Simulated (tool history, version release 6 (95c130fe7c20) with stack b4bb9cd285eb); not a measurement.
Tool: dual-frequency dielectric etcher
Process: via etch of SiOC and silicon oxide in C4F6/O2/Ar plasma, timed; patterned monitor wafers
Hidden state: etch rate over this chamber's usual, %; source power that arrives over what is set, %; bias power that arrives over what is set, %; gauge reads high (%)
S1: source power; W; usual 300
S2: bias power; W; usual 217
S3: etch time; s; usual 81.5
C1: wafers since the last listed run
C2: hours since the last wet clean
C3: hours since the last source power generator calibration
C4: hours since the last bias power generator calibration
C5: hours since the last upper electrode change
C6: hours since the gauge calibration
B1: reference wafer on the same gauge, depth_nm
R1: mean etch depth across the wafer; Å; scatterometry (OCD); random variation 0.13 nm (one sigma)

run   hour   S1   S2     S3   C1     C2      C3      C4     C5     C6    B1    R1
  1    0.0  300  217   81.5    0  132.8  3401.4  2515.5   28.7   37.5  88.9   840
  2   22.6  300  217   81.5  252  155.4  3424.0  2538.1   51.3   60.1  89.0   840
  3   49.7  300  200   81.5  303  182.5  3451.1  2565.2   78.4   87.2  89.0   821
  4   65.6  300  217   81.5  177  198.4  3467.0  2581.1   94.3  103.1  89.0   839
  5   78.8  300  217   81.5  147  211.6  3480.2  2594.3  107.5  116.3  89.0   842
  6   92.8  300  217   81.5  156  225.6  3494.2  2608.3  121.5  130.3  89.1   843
  7  109.0  300  217   81.5  181  241.8  3510.4  2624.5  137.7  146.5  89.0   842
     137.5  -- bias power generator calibrated
  8  137.9  250  217   67.5  278  270.7  3539.3     0.4  166.6  175.4  89.0   629
  9  153.6  300  217   81.5  175  286.4  3555.0    16.1  182.3  191.1  89.0   842
 10  185.4  300  217   81.5  355  318.2  3586.8    47.9  214.1  222.9  89.0   844
 11  200.1  360  202   59.0  164  332.9  3601.5    62.6  228.8  237.6  89.0   659
 12  232.1  340  187   64.0  358  364.9  3633.5    94.6  260.8  269.6  89.0   680
 13  250.9  260  217   74.5  210  383.7  3652.3   113.4  279.6  288.4  89.0   712
     257.5  -- source power generator calibrated
 14  272.1  300  217   81.5  192  404.9    14.6   134.6  300.8  309.6  89.0   862
 15  288.2  300  217   81.5  180  421.0    30.7   150.7  316.9  325.7  88.9   865
     321.1  -- wet clean of the chamber
 16  321.6  300  187   81.5  105    0.5    64.1   184.1  350.3  359.1  89.0   826
 17  350.1  300  198   81.5  318   29.0    92.6   212.6  378.8  387.6  88.9   838
 18  368.2  370  249   74.0  202   47.1   110.7   230.7  396.9  405.7  89.0   900
 19  398.4  300  217   73.5  337   77.3   140.9   260.9  427.1  435.9  89.0   775
 20  431.8  300  249  102.5  373  110.7   174.3   294.3  460.5  469.3  89.0  1122
 21  458.0  300  217   81.5  293  136.9   200.5   320.5  486.7  495.5  89.0   857
 22  492.4  370  264   81.5  384  171.3   234.9   354.9  521.1  529.9  89.0  1008
 23  505.9  240  217   81.5  151  184.8   248.4   368.4  534.6  543.4  89.0   760
 24  523.9  300  217   81.5  201  202.8   266.4   386.4  552.6  561.4  89.0   860
 25  537.5  300  217   81.5  152  216.4   280.0   400.0  566.2  575.0  89.0   859
 26  554.4  250  217   95.0  189  233.3   296.9   416.9  583.1  591.9  89.0   903
 27  574.8  220  217   81.5  228  253.7   317.3   437.3  603.5  612.3  89.0   718
 28  603.1  250  167   64.0  316  282.0   345.6   465.6  631.8  640.6  89.0   569
 29  636.6  300  217   81.5  374  315.5   379.1   499.1  665.3  674.1  89.1   858
 30  661.3  370  172   81.5  276  340.2   403.8   523.8  690.0  698.8  89.0   901

Hidden state at the last listed run before each entry between runs and at the first one after, where it differs:
Between runs 7 and 8: bias power generator calibrated (hour 137.5)
  etch rate over this chamber's usual, %: 0.34 -> 0.384; source power that arrives over what is set, %: -4.62 -> -4.63
  measured less the result without the state, R1: -18 -> -14 Å
Between runs 13 and 14: source power generator calibrated (hour 257.5)
  etch rate over this chamber's usual, %: 0.554 -> 0.585; source power that arrives over what is set, %: -4.66 -> -0.23
  measured less the result without the state, R1: -15 -> +4 Å
Between runs 15 and 16: wet clean of the chamber (hour 321.1)
  etch rate over this chamber's usual, %: 0.61 -> 0.0987; source power that arrives over what is set, %: -0.296 -> -0.431
  measured less the result without the state, R1: +4 -> -1 Å
